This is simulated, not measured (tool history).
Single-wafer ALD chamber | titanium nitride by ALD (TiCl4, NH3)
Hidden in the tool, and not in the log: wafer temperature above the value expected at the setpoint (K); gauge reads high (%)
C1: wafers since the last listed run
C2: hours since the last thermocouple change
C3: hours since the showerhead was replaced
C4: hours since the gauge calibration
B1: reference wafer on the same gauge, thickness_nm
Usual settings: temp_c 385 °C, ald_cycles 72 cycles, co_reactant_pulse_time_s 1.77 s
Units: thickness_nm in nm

Run 1, hour 0: usual settings but ald_cycles 80 cycles; C1 0; C2 2117; C3 5774.3; C4 83.1; B1 1.402. Result: thickness_nm 1.933 nm.
Run 2, hour 52.2: usual settings but ald_cycles 83 cycles, co_reactant_pulse_time_s 1.62 s; C1 194; C2 2169.2; C3 5826.5; C4 135.3; B1 1.402. Result: thickness_nm 2.012 nm.
Run 3, hour 111.9: usual settings but ald_cycles 83 cycles, co_reactant_pulse_time_s 1.62 s; C1 222; C2 2228.9; C3 5886.2; C4 195; B1 1.406. Result: thickness_nm 2.01 nm.
Run 4, hour 213.7: usual settings but ald_cycles 83 cycles, co_reactant_pulse_time_s 1.62 s; C1 379; C2 2330.7; C3 5988; C4 296.8; B1 1.411. Result: thickness_nm 2.021 nm.
Run 5, hour 258.4: usual settings; C1 166; C2 2375.4; C3 6032.7; C4 341.5; B1 1.413. Result: thickness_nm 1.755 nm.
Run 6, hour 305.3: usual settings but temp_c 374 °C, ald_cycles 69 cycles; C1 174; C2 2422.3; C3 6079.6; C4 388.4; B1 1.413. Result: thickness_nm 1.669 nm.
Run 7, hour 372.6: usual settings but temp_c 374 °C, ald_cycles 69 cycles; C1 251; C2 2489.6; C3 6146.9; C4 455.7; B1 1.418. Result: thickness_nm 1.671 nm.
Run 8, hour 409.8: usual settings but temp_c 374 °C, ald_cycles 69 cycles; C1 138; C2 2526.8; C3 6184.1; C4 492.9; B1 1.418. Result: thickness_nm 1.67 nm.
Run 9, hour 443.7: usual settings; C1 126; C2 2560.7; C3 6218; C4 526.8; B1 1.42. Result: thickness_nm 1.775 nm.
Run 10, hour 484.8: usual settings; C1 153; C2 2601.8; C3 6259.1; C4 567.9; B1 1.424. Result: thickness_nm 1.771 nm.
Run 11, hour 550.8: usual settings; C1 246; C2 2667.8; C3 6325.1; C4 633.9; B1 1.424. Result: thickness_nm 1.772 nm.
At hour 559.6: thermocouple changed; heater temperature recalibrated.
Run 12, hour 622.3: usual settings; C1 236; C2 62.7; C3 6396.6; C4 705.4; B1 1.428. Result: thickness_nm 1.778 nm.
At hour 633.7: showerhead replaced.
Run 13, hour 679.1: usual settings but ald_cycles 66 cycles, co_reactant_pulse_time_s 2.09 s; C1 182; C2 119.5; C3 45.4; C4 762.2; B1 1.43. Result: thickness_nm 1.643 nm.
Run 14, hour 734.6: usual settings but co_reactant_pulse_time_s 2.15 s; C1 207; C2 175; C3 100.9; C4 817.7; B1 1.433. Result: thickness_nm 1.799 nm.
At hour 744.4: gauge calibrated.
Run 15, hour 803.2: usual settings; C1 255; C2 243.6; C3 169.5; C4 58.8; B1 1.408. Result: thickness_nm 1.753 nm.
Run 16, hour 844.3: usual settings but co_reactant_pulse_time_s 1.43 s; C1 153; C2 284.7; C3 210.6; C4 99.9; B1 1.41. Result: thickness_nm 1.746 nm.
Run 17, hour 886.9: usual settings but temp_c 377 °C, ald_cycles 65 cycles; C1 158; C2 327.3; C3 253.2; C4 142.5; B1 1.412. Result: thickness_nm 1.58 nm.
Run 18, hour 927: usual settings but temp_c 379 °C, co_reactant_pulse_time_s 1.21 s; C1 149; C2 367.4; C3 293.3; C4 182.6; B1 1.415. Result: thickness_nm 1.722 nm.
Run 19, hour 1017.9: usual settings; C1 339; C2 458.3; C3 384.2; C4 273.5; B1 1.417. Result: thickness_nm 1.771 nm.
Run 20, hour 1070.2: usual settings but ald_cycles 86 cycles, co_reactant_pulse_time_s 2.02 s; C1 195; C2 510.6; C3 436.5; C4 325.8; B1 1.42. Result: thickness_nm 2.112 nm.
Run 21, hour 1104: usual settings; C1 126; C2 544.4; C3 470.3; C4 359.6; B1 1.421. Result: thickness_nm 1.774 nm.
Run 22, hour 1148.2: usual settings but temp_c 374 °C, ald_cycles 78 cycles, co_reactant_pulse_time_s 2.28 s; C1 164; C2 588.6; C3 514.5; C4 403.8; B1 1.423. Result: thickness_nm 1.927 nm.
Run 23, hour 1190.6: usual settings but temp_c 380 °C, ald_cycles 77 cycles, co_reactant_pulse_time_s 1.53 s; C1 158; C2 631; C3 556.9; C4 446.2; B1 1.426. Result: thickness_nm 1.87 nm.

3 ways to go on from here, each from the tool as it stands after run 23. What would each give?
Run A, hour 1191.2: usual settings; C1 2; C2 631.6; C3 557.5; C4 446.8; B1 ?. Result: thickness_nm ?.
Run B, hour 1191.2: usual settings but temp_c 375 °C, co_reactant_pulse_time_s 1.31 s; C1 2; C2 631.6; C3 557.5; C4 446.8; B1 ?. Result: thickness_nm ?.
Run C, hour 1191.2: usual settings but temp_c 399 °C, ald_cycles 79 cycles; C1 2; C2 631.6; C3 557.5; C4 446.8; B1 ?. Result: thickness_nm ?.

run     B1  thickness_nm
  A  1.425         1.775
  B  1.425         1.732
  C  1.425         1.975
Without the tool's hidden state the same runs would have given:
run  thickness_nm
  A         1.744
  B         1.702
  C         1.941
